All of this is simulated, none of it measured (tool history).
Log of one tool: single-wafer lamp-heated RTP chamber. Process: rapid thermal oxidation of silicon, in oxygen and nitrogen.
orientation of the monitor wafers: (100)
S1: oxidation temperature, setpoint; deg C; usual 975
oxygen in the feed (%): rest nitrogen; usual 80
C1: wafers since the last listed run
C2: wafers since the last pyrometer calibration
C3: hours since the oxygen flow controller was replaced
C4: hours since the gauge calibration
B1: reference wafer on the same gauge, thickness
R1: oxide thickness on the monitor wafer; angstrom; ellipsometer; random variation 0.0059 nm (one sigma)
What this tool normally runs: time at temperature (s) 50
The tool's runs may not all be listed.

Run 1, hour 0: usual settings but oxygen in the feed (%) 93; C1 0; C2 4480; C3 5288.9; C4 1512.4; B1 3.229. Result: R1 42.14 angstrom.
Run 2, hour 56.9: usual settings but oxygen in the feed (%) 93; C1 945; C2 5426; C3 5345.8; C4 1569.3; B1 3.23. Result: R1 42.16 angstrom.
Run 3, hour 97.3: usual settings but oxygen in the feed (%) 93; C1 671; C2 6097; C3 5386.2; C4 1609.7; B1 3.231. Result: R1 42.18 angstrom.
Run 4, hour 154.2: usual settings but time at temperature (s) 66; C1 945; C2 7042; C3 5443.1; C4 1666.6; B1 3.229. Result: R1 45.17 angstrom.
At hour 196: pyrometer window cleaned and pyrometer calibrated.
Run 5, hour 196.5: usual settings but time at temperature (s) 66; C1 569; C2 7; C3 5485.4; C4 1708.9; B1 3.23. Result: R1 44.57 angstrom.
Run 6, hour 262.6: usual settings but time at temperature (s) 66; C1 1098; C2 1105; C3 5551.5; C4 1775; B1 3.229. Result: R1 44.72 angstrom.
Run 7, hour 317.6: usual settings but oxygen in the feed (%) 67; C1 913; C2 2019; C3 5606.5; C4 1830; B1 3.23. Result: R1 37.79 angstrom.
Run 8, hour 378.1: usual settings but oxygen in the feed (%) 96; C1 1005; C2 3024; C3 5667; C4 1890.5; B1 3.229. Result: R1 42.55 angstrom.
Run 9, hour 420.5: usual settings; C1 704; C2 3729; C3 5709.4; C4 1932.9; B1 3.23. Result: R1 40.1 angstrom.
Run 10, hour 487.3: usual settings; C1 1109; C2 4839; C3 5776.2; C4 1999.7; B1 3.231. Result: R1 40.27 angstrom.
Run 11, hour 544.8: usual settings; C1 955; C2 5794; C3 5833.7; C4 2057.2; B1 3.23. Result: R1 40.21 angstrom.
Run 12, hour 589.5: usual settings; C1 742; C2 6537; C3 5878.4; C4 2101.9; B1 3.229. Result: R1 40.2 angstrom.
At hour 646.5: pyrometer window cleaned and pyrometer calibrated.
Run 13, hour 647: usual settings; C1 822; C2 7; C3 5935.9; C4 2159.4; B1 3.231. Result: R1 39.62 angstrom.
Run 14, hour 682.3: usual settings; C1 586; C2 594; C3 5971.2; C4 2194.7; B1 3.23. Result: R1 39.83 angstrom.
At hour 736.5: gauge calibrated.
Run 15, hour 743: usual settings; C1 1008; C2 1602; C3 6031.9; C4 6.5; B1 3.23. Result: R1 39.98 angstrom.
At hour 800.2: oxygen flow controller replaced.
Run 16, hour 800.7: usual settings but oxygen in the feed (%) 98; C1 825; C2 2428; C3 0.5; C4 64.2; B1 3.23. Result: R1 42.66 angstrom.
Run 17, hour 832.1: usual settings but S1 988 deg C, time at temperature (s) 35, oxygen in the feed (%) 98; C1 521; C2 2950; C3 31.9; C4 95.6; B1 3.23. Result: R1 40.49 angstrom.
Run 18, hour 869.8: usual settings but time at temperature (s) 64; C1 626; C2 3576; C3 69.6; C4 133.3; B1 3.23. Result: R1 44.54 angstrom.
Run 19, hour 937.2: usual settings; C1 1119; C2 4696; C3 137; C4 200.7; B1 3.23. Result: R1 40.07 angstrom.
Run 20, hour 982.1: usual settings but S1 997 deg C; C1 745; C2 5442; C3 181.9; C4 245.6; B1 3.23. Result: R1 46.91 angstrom.
Run 21, hour 1009.8: usual settings but time at temperature (s) 38, oxygen in the feed (%) 70; C1 460; C2 5902; C3 209.6; C4 273.3; B1 3.23. Result: R1 34.59 angstrom.
Run 22, hour 1060.1: usual settings but S1 948 deg C; C1 835; C2 6738; C3 259.9; C4 323.6; B1 3.231. Result: R1 33.48 angstrom.
At hour 1097.1: pyrometer window cleaned and pyrometer calibrated.
Run 23, hour 1125.7: usual settings but S1 953 deg C, time at temperature (s) 69; C1 956; C2 474; C3 325.5; C4 389.2; B1 3.231. Result: R1 38.81 angstrom.
Run 24, hour 1172.7: usual settings but S1 959 deg C; C1 780; C2 1255; C3 372.5; C4 436.2; B1 3.23. Result: R1 35.8 angstrom.
Run 25, hour 1217.3: usual settings but S1 949 deg C, oxygen in the feed (%) 98; C1 741; C2 1996; C3 417.1; C4 480.8; B1 3.23. Result: R1 35.56 angstrom.
Run 26, hour 1254.2: usual settings; C1 613; C2 2609; C3 454; C4 517.7; B1 3.229. Result: R1 40 angstrom.
Run 27, hour 1305.4: usual settings but S1 948 deg C, time at temperature (s) 61, oxygen in the feed (%) 98; C1 850; C2 3460; C3 505.2; C4 568.9; B1 3.231. Result: R1 38.19 angstrom.
Run 28, hour 1334.1: usual settings but time at temperature (s) 58; C1 476; C2 3937; C3 533.9; C4 597.6; B1 3.23. Result: R1 42.67 angstrom.
Run 29, hour 1403.3: usual settings but time at temperature (s) 70; C1 1149; C2 5087; C3 603.1; C4 666.8; B1 3.23. Result: R1 46.28 angstrom.
Run 30, hour 1470.2: usual settings but S1 957 deg C; C1 1111; C2 6198; C3 670; C4 733.7; B1 3.231. Result: R1 35.55 angstrom.
Run 31, hour 1540.9: usual settings; C1 1174; C2 7373; C3 740.7; C4 804.4; B1 3.232. Result: R1 40.2 angstrom.
Run 32, hour 1601.5: usual settings but S1 999 deg C, time at temperature (s) 73; C1 1006; C2 8380; C3 801.3; C4 865; B1 3.231. Result: R1 56.2 angstrom.
At hour 1677.7: pyrometer window cleaned and pyrometer calibrated.
Run 33, hour 1678.2: usual settings but S1 953 deg C; C1 1141; C2 7; C3 878; C4 941.7; B1 3.231. Result: R1 34.2 angstrom.
Run 34, hour 1722.1: usual settings but S1 1003 deg C; C1 729; C2 737; C3 921.9; C4 985.6; B1 3.23. Result: R1 48.66 angstrom.
Run 35, hour 1779.1: usual settings but S1 964 deg C, time at temperature (s) 31; C1 947; C2 1684; C3 978.9; C4 1042.6; B1 3.23. Result: R1 31.02 angstrom.
Run 36, hour 1843.9: usual settings but S1 996 deg C, time at temperature (s) 62, oxygen in the feed (%) 90; C1 1076; C2 2760; C3 1043.7; C4 1107.4; B1 3.229. Result: R1 52.96 angstrom.
Run 37, hour 1911.1: usual settings but S1 947 deg C, time at temperature (s) 62, oxygen in the feed (%) 93; C1 1116; C2 3877; C3 1110.9; C4 1174.6; B1 3.23. Result: R1 37.73 angstrom.
Run 38, hour 1944.2: usual settings but S1 958 deg C, oxygen in the feed (%) 63; C1 549; C2 4427; C3 1144; C4 1207.7; B1 3.23. Result: R1 33.39 angstrom.
Run 39, hour 2035.2: usual settings but oxygen in the feed (%) 97; C1 1511; C2 5939; C3 1235; C4 1298.7; B1 3.231. Result: R1 42.91 angstrom.

Below are 3 alternative next runs, each starting from the tool's condition after run 39. Predict each:
Run A, hour 2035.6: usual settings; C1 6; C2 5945; C3 1235.4; C4 1299.1; B1 ?. Result: R1 ?.
Run B, hour 2035.6: usual settings but time at temperature (s) 36; C1 6; C2 5945; C3 1235.4; C4 1299.1; B1 ?. Result: R1 ?.
Run C, hour 2035.6: usual settings but time at temperature (s) 34; C1 6; C2 5945; C3 1235.4; C4 1299.1; B1 ?. Result: R1 ?.

run     B1     R1
  A  3.228  40.27
  B  3.228  35.35
  C  3.228  34.59
With no hidden state in the tool, these same runs would have given:
run     R1
  A  39.69
  B  34.87
  C  34.13
